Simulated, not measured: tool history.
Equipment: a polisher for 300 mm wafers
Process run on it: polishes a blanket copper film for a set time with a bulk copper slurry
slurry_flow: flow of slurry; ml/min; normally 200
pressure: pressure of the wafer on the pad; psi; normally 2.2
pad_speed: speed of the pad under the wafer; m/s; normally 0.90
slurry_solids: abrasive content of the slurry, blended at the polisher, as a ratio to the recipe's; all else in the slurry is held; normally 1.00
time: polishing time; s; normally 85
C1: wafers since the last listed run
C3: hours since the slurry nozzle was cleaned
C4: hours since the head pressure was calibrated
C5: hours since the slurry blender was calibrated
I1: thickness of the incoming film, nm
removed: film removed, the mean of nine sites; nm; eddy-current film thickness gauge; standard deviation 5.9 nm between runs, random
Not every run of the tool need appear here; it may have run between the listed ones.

run 1 day=0.000 | slurry_flow=200 pressure=2.2 pad_speed=0.90 slurry_solids=1.00 time=85 | C1=0 wafers_polished_on_this_pad=912 C3=292.3 C4=1004.4 C5=81.3 | I1=4621.4 | removed=441.3
run 2 day=1.979 | slurry_flow=200 pressure=2.2 pad_speed=0.90 slurry_solids=1.00 time=85 | C1=513 wafers_polished_on_this_pad=1426 C3=339.8 C4=1051.9 C5=128.8 | I1=4500.3 | removed=426.5
-- day=2.412 head pressure recalibrated
run 3 day=4.508 | slurry_flow=200 pressure=2.2 pad_speed=0.90 slurry_solids=1.00 time=70 | C1=635 wafers_polished_on_this_pad=2061 C3=400.5 C4=50.3 C5=189.5 | I1=4513.0 | removed=382.9
run 4 day=8.546 | slurry_flow=200 pressure=2.2 pad_speed=0.90 slurry_solids=1.00 time=70 | C1=1048 wafers_polished_on_this_pad=3110 C3=497.4 C4=147.2 C5=286.4 | I1=4489.6 | removed=387.0
run 5 day=10.225 | slurry_flow=200 pressure=2.2 pad_speed=0.90 slurry_solids=1.00 time=70 | C1=436 wafers_polished_on_this_pad=3546 C3=537.7 C4=187.5 C5=326.7 | I1=4589.5 | removed=378.8
run 6 day=13.908 | slurry_flow=200 pressure=2.2 pad_speed=0.90 slurry_solids=1.00 time=85 | C1=956 wafers_polished_on_this_pad=4502 C3=626.1 C4=275.9 C5=415.1 | I1=4503.0 | removed=461.0
-- day=15.667 slurry blender recalibrated
run 7 day=16.154 | slurry_flow=200 pressure=2.2 pad_speed=0.90 slurry_solids=1.00 time=85 | C1=561 wafers_polished_on_this_pad=5064 C3=680.0 C4=329.8 C5=11.7 | I1=4499.4 | removed=453.9
-- day=19.033 worn pad replaced by a new one
-- day=20.142 slurry nozzle cleaned
run 8 day=27.412 | slurry_flow=200 pressure=2.2 pad_speed=0.90 slurry_solids=1.15 time=85 | C1=2869 wafers_polished_on_this_pad=2164 C3=174.5 C4=600.0 C5=281.9 | I1=4585.0 | removed=471.6
run 9 day=30.004 | slurry_flow=200 pressure=2.2 pad_speed=0.90 slurry_solids=1.15 time=85 | C1=672 wafers_polished_on_this_pad=2837 C3=236.7 C4=662.2 C5=344.1 | I1=4505.1 | removed=461.0
run 10 day=31.942 | slurry_flow=200 pressure=2.2 pad_speed=0.90 slurry_solids=1.15 time=85 | C1=503 wafers_polished_on_this_pad=3340 C3=283.2 C4=708.7 C5=390.6 | I1=4520.8 | removed=458.5
-- day=36.217 slurry blender recalibrated
run 11 day=36.238 | slurry_flow=200 pressure=2.2 pad_speed=0.90 slurry_solids=1.00 time=85 | C1=1093 wafers_polished_on_this_pad=4434 C3=386.3 C4=811.8 C5=0.5 | I1=4483.5 | removed=438.4
-- day=37.808 worn pad replaced by a new one
run 12 day=39.396 | slurry_flow=200 pressure=2.2 pad_speed=0.90 slurry_solids=1.00 time=85 | C1=776 wafers_polished_on_this_pad=411 C3=462.1 C4=887.6 C5=76.3 | I1=4487.5 | removed=438.5
-- day=40.883 head pressure recalibrated
run 13 day=41.588 | slurry_flow=200 pressure=2.2 pad_speed=0.90 slurry_solids=1.00 time=85 | C1=547 wafers_polished_on_this_pad=959 C3=514.7 C4=16.9 C5=128.9 | I1=4538.2 | removed=473.7
run 14 day=43.729 | slurry_flow=200 pressure=2.2 pad_speed=0.90 slurry_solids=1.00 time=85 | C1=556 wafers_polished_on_this_pad=1515 C3=566.1 C4=68.3 C5=180.3 | I1=4532.9 | removed=480.9
run 15 day=47.046 | slurry_flow=200 pressure=2.2 pad_speed=0.90 slurry_solids=1.00 time=85 | C1=861 wafers_polished_on_this_pad=2376 C3=645.7 C4=147.9 C5=259.9 | I1=4544.9 | removed=470.6
run 16 day=50.858 | slurry_flow=200 pressure=2.2 pad_speed=1.02 slurry_solids=1.00 time=109 | C1=990 wafers_polished_on_this_pad=3366 C3=737.2 C4=239.4 C5=351.4 | I1=4536.0 | removed=671.1
run 17 day=53.008 | slurry_flow=200 pressure=2.2 pad_speed=0.90 slurry_solids=1.00 time=85 | C1=558 wafers_polished_on_this_pad=3925 C3=788.8 C4=291.0 C5=403.0 | I1=4467.3 | removed=468.9
-- day=54.246 slurry nozzle cleaned
-- day=56.742 slurry blender recalibrated
run 18 day=57.021 | slurry_flow=130 pressure=2.2 pad_speed=0.90 slurry_solids=1.10 time=85 | C1=1009 wafers_polished_on_this_pad=4934 C3=66.6 C4=387.3 C5=6.7 | I1=4577.2 | removed=433.6
run 19 day=58.992 | slurry_flow=200 pressure=2.2 pad_speed=0.90 slurry_solids=1.25 time=85 | C1=511 wafers_polished_on_this_pad=5446 C3=113.9 C4=434.6 C5=54.0 | I1=4510.0 | removed=491.3
-- day=61.488 worn pad replaced by a new one
run 20 day=63.462 | slurry_flow=200 pressure=2.2 pad_speed=0.90 slurry_solids=1.00 time=85 | C1=1117 wafers_polished_on_this_pad=513 C3=221.2 C4=541.9 C5=161.3 | I1=4584.8 | removed=442.2
run 21 day=66.892 | slurry_flow=200 pressure=1.7 pad_speed=0.90 slurry_solids=1.00 time=85 | C1=890 wafers_polished_on_this_pad=1403 C3=303.5 C4=624.2 C5=243.6 | I1=4603.9 | removed=348.6
run 22 day=68.800 | slurry_flow=200 pressure=2.7 pad_speed=1.00 slurry_solids=1.00 time=75 | C1=495 wafers_polished_on_this_pad=1899 C3=349.3 C4=670.0 C5=289.4 | I1=4572.9 | removed=521.9
run 23 day=72.188 | slurry_flow=165 pressure=2.2 pad_speed=1.18 slurry_solids=1.00 time=85 | C1=879 wafers_polished_on_this_pad=2778 C3=430.6 C4=751.3 C5=370.7 | I1=4553.6 | removed=531.4
run 24 day=75.067 | slurry_flow=175 pressure=2.8 pad_speed=0.90 slurry_solids=1.00 time=85 | C1=747 wafers_polished_on_this_pad=3526 C3=499.7 C4=820.4 C5=439.8 | I1=4553.6 | removed=555.3
-- day=77.125 slurry blender recalibrated
-- day=78.425 head pressure recalibrated
run 25 day=78.912 | slurry_flow=200 pressure=2.2 pad_speed=0.66 slurry_solids=1.00 time=59 | C1=955 wafers_polished_on_this_pad=4481 C3=592.0 C4=11.7 C5=42.9 | I1=4509.9 | removed=257.7
-- day=81.146 worn pad replaced by a new one
run 26 day=81.321 | slurry_flow=165 pressure=2.2 pad_speed=0.68 slurry_solids=1.00 time=85 | C1=582 wafers_polished_on_this_pad=45 C3=649.8 C4=69.5 C5=100.7 | I1=4555.2 | removed=365.4
run 27 day=83.704 | slurry_flow=135 pressure=2.9 pad_speed=0.90 slurry_solids=1.00 time=85 | C1=618 wafers_polished_on_this_pad=664 C3=707.0 C4=126.7 C5=157.9 | I1=4497.3 | removed=569.9
-- day=86.371 slurry nozzle cleaned
run 28 day=86.950 | slurry_flow=200 pressure=2.2 pad_speed=0.90 slurry_solids=1.00 time=111 | C1=832 wafers_polished_on_this_pad=1496 C3=13.9 C4=204.6 C5=235.8 | I1=4501.1 | removed=617.7
run 29 day=90.008 | slurry_flow=200 pressure=1.5 pad_speed=1.04 slurry_solids=1.00 time=59 | C1=794 wafers_polished_on_this_pad=2290 C3=87.3 C4=278.0 C5=309.2 | I1=4497.1 | removed=248.4

Each row is a separate what-if for the run after 29, all from the same tool condition, not one after another. Results?
run A day=90.025 | slurry_flow=200 pressure=2.2 pad_speed=0.90 slurry_solids=1.00 time=85 | C1=4 wafers_polished_on_this_pad=2294 C3=87.7 C4=278.4 C5=309.6 | I1=4446.8 | removed=?
run B day=90.025 | slurry_flow=200 pressure=2.2 pad_speed=1.14 slurry_solids=0.85 time=67 | C1=4 wafers_polished_on_this_pad=2294 C3=87.7 C4=278.4 C5=309.6 | I1=4446.8 | removed=?
run C day=90.025 | slurry_flow=175 pressure=2.2 pad_speed=0.80 slurry_solids=1.10 time=85 | C1=4 wafers_polished_on_this_pad=2294 C3=87.7 C4=278.4 C5=309.6 | I1=4446.8 | removed=?
run D day=90.025 | slurry_flow=200 pressure=2.2 pad_speed=1.20 slurry_solids=1.00 time=85 | C1=4 wafers_polished_on_this_pad=2294 C3=87.7 C4=278.4 C5=309.6 | I1=4446.8 | removed=?
run E day=90.025 | slurry_flow=200 pressure=2.2 pad_speed=1.00 slurry_solids=1.00 time=75 | C1=4 wafers_polished_on_this_pad=2294 C3=87.7 C4=278.4 C5=309.6 | I1=4446.8 | removed=?

run=A removed=455.7
run=B removed=411.7
run=C removed=419.4
run=D removed=580.7
run=E removed=438.9
Had the tool no hidden state, the same runs would have come out as:
run=A removed=468.6
run=B removed=423.4
run=C removed=431.3
run=D removed=597.2
run=E removed=451.3

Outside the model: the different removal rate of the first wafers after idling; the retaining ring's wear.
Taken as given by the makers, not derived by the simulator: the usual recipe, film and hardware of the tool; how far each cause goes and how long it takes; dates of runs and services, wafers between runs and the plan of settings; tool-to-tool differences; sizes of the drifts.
